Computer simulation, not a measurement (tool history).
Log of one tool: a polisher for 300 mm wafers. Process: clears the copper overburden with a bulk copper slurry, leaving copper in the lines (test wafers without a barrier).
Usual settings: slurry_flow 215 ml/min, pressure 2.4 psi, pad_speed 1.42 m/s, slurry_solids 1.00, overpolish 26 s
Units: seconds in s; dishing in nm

run     day  slurry_flow  pressure  pad_speed  slurry_solids  overpolish  incoming thickness of the incoming film, nm  seconds  dishing
  1   0.000          215       2.4       1.42           1.00          26                                        795.1     77.3    118.9
      3.308  -- worn pad replaced by a new one
  2   3.329          215       2.4       1.42           1.00          26                                        784.1     77.2    110.0
  3   6.825          215       2.4       1.42           1.00          26                                        789.1     79.8    113.4
      7.054  -- slurry nozzle cleaned
      8.054  -- slurry blender recalibrated
  4   9.258          215       2.4       1.42           1.00          26                                        794.8     83.4    115.7
  5  12.808          215       2.4       1.42           1.00          26                                        798.6     82.6    109.0
     15.279  -- worn pad replaced by a new one
  6  15.904          215       2.4       1.42           1.00          26                                        791.6     81.6    111.3
  7  19.862          215       2.4       1.42           1.00          26                                        786.1     83.9    109.9
     21.517  -- slurry blender recalibrated
  8  24.033          215       2.4       1.42           1.00          26                                        784.9     83.2    109.9
  9  25.879          215       2.4       1.42           1.00          26                                        787.3     83.0    109.2
     27.067  -- worn pad replaced by a new one
     27.517  -- head pressure recalibrated
 10  27.900          215       2.4       1.42           1.00          26                                        797.5     76.8    114.3
     29.100  -- slurry nozzle cleaned
 11  31.829          215       2.4       1.42           1.00          26                                        777.5     75.1    112.2
     34.217  -- slurry blender recalibrated
 12  34.662          215       2.4       1.42           1.00          26                                        785.0     80.0    113.7
 13  38.292          250       3.1       1.24           1.00          37                                        786.2     69.4    142.7
     41.212  -- worn pad replaced by a new one
 14  42.042          215       3.1       1.42           0.90          26                                        792.6     65.6    129.2
 15  45.512          215       2.4       1.42           1.00          26                                        780.4     79.7    105.1
     46.292  -- slurry blender recalibrated
 16  47.992          215       2.4       1.42           1.00          26                                        784.0     82.9    110.8
 17  50.654          215       2.4       1.60           1.20          26                                        787.8     73.2    115.0
     51.375  -- slurry nozzle cleaned
 18  52.875          215       2.4       1.12           1.20          26                                        782.7     97.3    100.5
     55.625  -- worn pad replaced by a new one
 19  55.742          215       1.7       1.56           0.90          26                                        804.0    114.4     88.5
 20  57.538          275       2.4       1.42           1.25          11                                        783.3     76.0     65.9
     59.188  -- slurry blender recalibrated
 21  60.254          215       2.4       1.42           1.00          26                                        781.6     84.3    106.5
     61.646  -- head pressure recalibrated
 22  62.233          215       2.4       1.42           1.00          12                                        779.9     72.3     74.7
 23  65.812          175       2.4       1.80           0.75          33                                        791.3     70.8    129.7
     68.546  -- worn pad replaced by a new one
 24  68.992          215       2.4       1.42           1.00          26                                        794.2     78.6    111.1

4 ways to go on from here, each from the tool as it stands after run 24. What would each give?
  A  69.012          215       2.4       1.42           1.00          21                                        773.1        ?        ?
  B  69.012          215       1.7       1.18           1.00          26                                        773.1        ?        ?
  C  69.012          250       2.1       1.84           1.25          26                                        773.1        ?        ?
  D  69.012          215       2.4       1.42           0.90          26                                        773.1        ?        ?

run  seconds  dishing
  A     77.2    101.3
  B    128.1     80.7
  C     65.1    117.3
  D     79.2    111.5
Without the tool's hidden state the same runs would have given:
run  seconds  dishing
  A     72.1    106.4
  B    119.6     85.1
  C     60.8    122.4
  D     74.0    116.7

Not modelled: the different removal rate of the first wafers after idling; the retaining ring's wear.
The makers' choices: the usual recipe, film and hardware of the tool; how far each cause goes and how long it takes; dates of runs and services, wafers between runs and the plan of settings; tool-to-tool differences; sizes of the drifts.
